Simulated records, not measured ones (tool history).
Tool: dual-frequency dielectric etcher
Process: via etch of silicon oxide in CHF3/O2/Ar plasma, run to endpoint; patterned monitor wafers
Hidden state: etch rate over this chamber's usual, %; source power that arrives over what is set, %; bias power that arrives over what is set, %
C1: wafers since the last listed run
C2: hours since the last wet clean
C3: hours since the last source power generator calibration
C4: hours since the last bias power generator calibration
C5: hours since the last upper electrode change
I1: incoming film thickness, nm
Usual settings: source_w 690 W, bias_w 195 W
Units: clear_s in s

run 1 hour=0.0 | source_w=690 bias_w=209 | C1=0 C2=176.7 C3=2758.8 C4=1416.6 C5=4079.9 | I1=635.3 | clear_s=278.5
run 2 hour=38.3 | source_w=690 bias_w=195 | C1=111 C2=215.0 C3=2797.1 C4=1454.9 C5=4118.2 | I1=633.1 | clear_s=284.9
run 3 hour=100.0 | source_w=690 bias_w=207 | C1=179 C2=276.7 C3=2858.8 C4=1516.6 C5=4179.9 | I1=637.0 | clear_s=279.4
run 4 hour=153.2 | source_w=690 bias_w=195 | C1=154 C2=329.9 C3=2912.0 C4=1569.8 C5=4233.1 | I1=635.9 | clear_s=281.7
run 5 hour=219.0 | source_w=690 bias_w=195 | C1=191 C2=395.7 C3=2977.8 C4=1635.6 C5=4298.9 | I1=638.5 | clear_s=282.5
run 6 hour=278.2 | source_w=690 bias_w=164 | C1=172 C2=454.9 C3=3037.0 C4=1694.8 C5=4358.1 | I1=636.0 | clear_s=294.5
run 7 hour=333.2 | source_w=690 bias_w=195 | C1=159 C2=509.9 C3=3092.0 C4=1749.8 C5=4413.1 | I1=628.3 | clear_s=275.7
run 8 hour=361.4 | source_w=690 bias_w=195 | C1=81 C2=538.1 C3=3120.2 C4=1778.0 C5=4441.3 | I1=634.6 | clear_s=279.3
-- hour=397.9 wet clean of the chamber
run 9 hour=405.1 | source_w=690 bias_w=195 | C1=57 C2=7.2 C3=3163.9 C4=1821.7 C5=4485.0 | I1=633.1 | clear_s=286.2
run 10 hour=442.7 | source_w=550 bias_w=175 | C1=109 C2=44.8 C3=3201.5 C4=1859.3 C5=4522.6 | I1=633.5 | clear_s=333.3
-- hour=464.4 bias power generator calibrated
-- hour=470.1 source power generator calibrated
run 11 hour=484.3 | source_w=820 bias_w=195 | C1=97 C2=86.4 C3=14.2 C4=19.9 C5=4564.2 | I1=642.5 | clear_s=266.0
run 12 hour=513.7 | source_w=770 bias_w=195 | C1=85 C2=115.8 C3=43.6 C4=49.3 C5=4593.6 | I1=634.7 | clear_s=269.9

Run 13 comes next. What will it give?
run 13 hour=564.6 | source_w=790 bias_w=215 | C1=147 C2=166.7 C3=94.5 C4=100.2 C5=4644.5 | I1=629.0 | clear_s=?

{"run 13": {"clear_s": 255.7}}
Without the tool's hidden state the same run would have given clear_s 258.8 s.
